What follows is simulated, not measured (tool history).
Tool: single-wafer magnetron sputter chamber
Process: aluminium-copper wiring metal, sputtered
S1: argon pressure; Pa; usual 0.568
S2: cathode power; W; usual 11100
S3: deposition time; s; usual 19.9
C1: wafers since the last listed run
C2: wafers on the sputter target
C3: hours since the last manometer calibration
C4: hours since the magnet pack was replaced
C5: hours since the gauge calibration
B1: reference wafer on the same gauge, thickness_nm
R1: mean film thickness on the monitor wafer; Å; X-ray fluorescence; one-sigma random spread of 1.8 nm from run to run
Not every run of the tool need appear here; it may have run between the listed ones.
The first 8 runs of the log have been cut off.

run    hour     S1     S2    S3    C1     C2      C3      C4      C5       B1       R1
  9   521.4  0.448  11100  19.9   669   1200   219.8  7851.9   272.9  316.521  3930.47
 10   625.5  0.448  11100  19.9  1720   2920   323.9    7956     377  315.867  3920.53
 11   693.3  0.568  11100  19.9  1120   4040   391.7  8023.8   444.8   316.46  3713.79
 12   738.9  0.568  11100  19.9   753   4794   437.3  8069.4   490.4  316.105  3698.57
 13   795.5  0.568  11100  19.9   935   5729   493.9    8126     547  315.218  3696.72
      888.3  -- capacitance manometer re-zeroed and calibrated, repeated, since the last time left the tool worse
 14  1086.4  0.692  13850  19.9  4674  10404   198.1  8416.9   837.9  316.052  4045.07
 15  1139.1  0.362  10050  19.9   870  11275   250.8  8469.6   890.6  316.413  3589.64
     1180.8  -- magnet pack replaced
 16  1245.9  0.568  11100  19.9  1632  12907   357.6    65.1   997.4  315.796  3488.31
       1264  -- sputter target and shields replaced
 17  1322.1  0.448  11100  19.9  1126    960   433.8   141.3  1073.6  316.353  3764.75
 18    1389  0.471  12200  16.5  1105   2065   500.7   208.2  1140.5  316.218  3384.21
 19    1497  0.461  11100  19.9  1784   3850   608.7   316.2  1248.5  316.309  3762.83
 20  1561.4  0.448  11850  18.2  1064   4914   673.1   380.6  1312.9   315.98   3680.5
 21  1674.1  0.773   9350  21.4  1862   6776   785.8   493.3  1425.6  315.927  2854.24
 22    1746  0.456   9450  19.9  1188   7965   857.7   565.2  1497.5   316.37  3251.34
 23  1832.2  0.634   8350  21.8  1424   9389   943.9   651.4  1583.7  316.446  2841.62
 24  1869.3  0.568  12350    22   613  10002     981   688.5  1620.8  315.829  4370.69
     1949.2  -- sputter target and shields replaced
 25  1949.7  0.568  11100  19.9  1196      9  1061.4   768.9  1701.2  316.003  3578.89
     2036.3  -- capacitance manometer re-zeroed and calibrated
 26  2050.2  0.568  11100  19.9  1528   1537    13.9   869.4  1801.7  316.393  3470.99
 27  2151.7  0.363  11100  19.9  1677   3214   115.4   970.9  1903.2   316.31  3951.28
 28  2242.8  0.568  11100  19.9  1505   4720   206.5    1062  1994.3  315.659  3505.96
 29  2302.8  0.712   8500  17.9   991   5711   266.5    1122  2054.3  316.068  2246.71
 30    2367  0.568  11100  18.2  1060   6772   330.7  1186.2  2118.5  316.891  3189.44
 31  2410.7  0.705  13400  19.9   722   7494   374.4  1229.9  2162.2  316.105   3846.2
 32  2508.3  0.568  11100  19.9  1612   9107     472  1327.5  2259.8  315.349  3488.77
     2531.5  -- gauge calibrated
 33  2555.2  0.773   9350  21.4   775   9882   518.9  1374.4    23.7  315.616  2834.71

5 options for the next run, each taken on its own from the tool as it stands now. Forecast them:
  A  2555.6  0.568  11100  19.9   6  9889  519.3  1374.8  24.1   ?   ?
  B  2555.6  0.681  11100  19.9   6  9889  519.3  1374.8  24.1   ?   ?
  C  2555.6   0.38  11100  19.9   6  9889  519.3  1374.8  24.1   ?   ?
  D  2555.6  0.568  11100    17   6  9889  519.3  1374.8  24.1   ?   ?
  E  2555.6  0.568  13300  23.1   6  9889  519.3  1374.8  24.1   ?   ?

run       B1       R1
  A  316.556  3470.36
  B  316.556  3252.06
  C  316.556  3881.64
  D  316.556  2964.63
  E  316.556  4804.86
Had the tool no hidden state, the same runs would have come out as:
run       R1
  A   3435.6
  B   3212.9
  C  3856.96
  D  2934.93
  E  4756.73

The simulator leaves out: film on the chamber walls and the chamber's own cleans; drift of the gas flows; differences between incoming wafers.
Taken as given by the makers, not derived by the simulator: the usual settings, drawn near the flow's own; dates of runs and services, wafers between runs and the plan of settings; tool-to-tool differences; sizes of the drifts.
